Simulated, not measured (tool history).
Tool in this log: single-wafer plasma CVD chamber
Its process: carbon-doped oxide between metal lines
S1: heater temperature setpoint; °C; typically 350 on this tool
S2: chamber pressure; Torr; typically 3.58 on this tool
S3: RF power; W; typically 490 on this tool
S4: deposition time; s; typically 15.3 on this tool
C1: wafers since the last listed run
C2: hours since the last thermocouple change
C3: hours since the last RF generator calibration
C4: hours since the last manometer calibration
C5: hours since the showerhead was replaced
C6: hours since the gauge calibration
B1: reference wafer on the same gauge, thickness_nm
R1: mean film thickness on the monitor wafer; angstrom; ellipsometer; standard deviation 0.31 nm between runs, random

| run | hour | S1 | S2 | S3 | S4 | C1 | C2 | C3 | C4 | C5 | C6 | B1 | R1 |
|---|---|---|---|---|---|---|---|---|---|---|---|---|---|
| 1 | 0.0 | 350 | 3.58 | 490 | 15.3 | 0 | 1260.1 | 4.9 | 1923.9 | 6641.3 | 1335.5 | 64.243 | 683.03 |
| 2 | 55.5 | 350 | 3.58 | 490 | 15.3 | 876 | 1315.6 | 60.4 | 1979.4 | 6696.8 | 1391.0 | 64.210 | 685.93 |
| 3 | 89.6 | 350 | 3.58 | 490 | 15.3 | 538 | 1349.7 | 94.5 | 2013.5 | 6730.9 | 1425.1 | 64.076 | 680.58 |
| 4 | 140.8 | 350 | 2.99 | 490 | 15.3 | 808 | 1400.9 | 145.7 | 2064.7 | 6782.1 | 1476.3 | 64.065 | 677.13 |
| 5 | 210.3 | 350 | 4.26 | 415 | 15.3 | 1097 | 1470.4 | 215.2 | 2134.2 | 6851.6 | 1545.8 | 64.093 | 633.18 |
| 6 | 241.3 | 350 | 4.26 | 415 | 15.3 | 489 | 1501.4 | 246.2 | 2165.2 | 6882.6 | 1576.8 | 64.205 | 629.38 |
|  | 306.8 | RF generator calibrated, repeated, since the last time left the tool worse |
| 7 | 307.3 | 350 | 3.58 | 490 | 15.3 | 915 | 1567.4 | 0.5 | 2231.2 | 6948.6 | 1642.8 | 64.179 | 717.25 |
| 8 | 331.6 | 344 | 3.85 | 490 | 15.3 | 383 | 1591.7 | 24.8 | 2255.5 | 6972.9 | 1667.1 | 64.077 | 742.15 |
| 9 | 397.6 | 350 | 3.58 | 490 | 15.3 | 1041 | 1657.7 | 90.8 | 2321.5 | 7038.9 | 1733.1 | 64.221 | 718.60 |
| 10 | 441.1 | 342 | 2.88 | 490 | 15.3 | 686 | 1701.2 | 134.3 | 2365.0 | 7082.4 | 1776.6 | 64.242 | 720.19 |
| 11 | 496.9 | 341 | 3.01 | 450 | 12.7 | 880 | 1757.0 | 190.1 | 2420.8 | 7138.2 | 1832.4 | 64.055 | 582.78 |
| 12 | 551.4 | 350 | 2.93 | 490 | 15.3 | 860 | 1811.5 | 244.6 | 2475.3 | 7192.7 | 1886.9 | 64.055 | 709.33 |
| 13 | 609.3 | 350 | 3.28 | 490 | 12.3 | 914 | 1869.4 | 302.5 | 2533.2 | 7250.6 | 1944.8 | 64.040 | 573.63 |
|  | 635.7 | showerhead replaced |
| 14 | 659.0 | 350 | 3.58 | 490 | 15.3 | 658 | 1919.1 | 352.2 | 2582.9 | 23.3 | 1994.5 | 64.122 | 716.89 |
| 15 | 699.1 | 355 | 3.58 | 490 | 15.3 | 633 | 1959.2 | 392.3 | 2623.0 | 63.4 | 2034.6 | 64.028 | 710.21 |
| 16 | 728.0 | 350 | 3.58 | 490 | 15.3 | 456 | 1988.1 | 421.2 | 2651.9 | 92.3 | 2063.5 | 64.113 | 719.31 |
| 17 | 772.3 | 350 | 3.58 | 490 | 15.3 | 699 | 2032.4 | 465.5 | 2696.2 | 136.6 | 2107.8 | 64.076 | 723.78 |
| 18 | 817.1 | 350 | 3.58 | 445 | 15.3 | 707 | 2077.2 | 510.3 | 2741.0 | 181.4 | 2152.6 | 64.125 | 687.17 |
| 19 | 843.2 | 350 | 3.58 | 410 | 15.3 | 412 | 2103.3 | 536.4 | 2767.1 | 207.5 | 2178.7 | 64.048 | 649.07 |
| 20 | 879.2 | 350 | 3.08 | 490 | 16.5 | 568 | 2139.3 | 572.4 | 2803.1 | 243.5 | 2214.7 | 64.017 | 762.79 |

For run 21, what comes out?
|  | 893.3 | capacitance manometer re-zeroed and calibrated |
| 21 | 938.4 | 350 | 3.58 | 490 | 15.3 | 808 | 2198.5 | 631.6 | 45.1 | 302.7 | 2273.9 | ? | ? |

Run 21 measured B1 64.082, R1 721.38 angstrom.
Without the tool's hidden state the same run would have given R1 725.04 angstrom.
